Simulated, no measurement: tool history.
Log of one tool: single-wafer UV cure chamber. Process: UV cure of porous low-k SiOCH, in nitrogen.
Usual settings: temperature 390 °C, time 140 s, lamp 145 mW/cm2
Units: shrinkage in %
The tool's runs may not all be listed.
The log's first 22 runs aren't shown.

run    hour  temperature  time  lamp  shrinkage
     1107.7  -- quartz window cleaned
 23  1116.9          407   220   129     12.693
 24  1153.4          390   140   145     10.908
 25  1221.9          390   210   106     11.162
 26  1265.5          390   140   145     10.973
 27  1315.7          377   190   165     12.458
 28  1361.7          375   120   107      8.609
 29  1386.8          377   110   172     10.430
 30  1443.9          372   140   145     10.650
 31  1511.1          371   210   145     12.330
 32  1562.7          373   175   125     11.066
     1590.4  -- quartz window cleaned
 33  1652.4          409   205   175     13.684
 34  1692.3          381   140   167     11.399
 35  1721.3          374   140   160     10.999
 36  1753.2          390   210   145     12.810
 37  1845.4          397   110   162     10.384
 38  1887.2          409   140   145     11.131
 39  1928.9          409   140   117     10.332
 40  1990.2          390   140   145     10.704

5 ways to go on from here, each from the tool as it stands after run 40. What would each give?
  A  1990.7          390   105   145          ?
  B  1990.7          376    80   172          ?
  C  1990.7          375   180   114          ?
  D  1990.7          385   140   173          ?
  E  1990.7          409   100   145          ?

run  shrinkage
  A      9.834
  B      9.155
  C     10.875
  D     11.797
  E      9.940
Without the tool's hidden state the same runs would have given:
run  shrinkage
  A      9.834
  B      9.155
  C     10.875
  D     11.797
  E      9.940
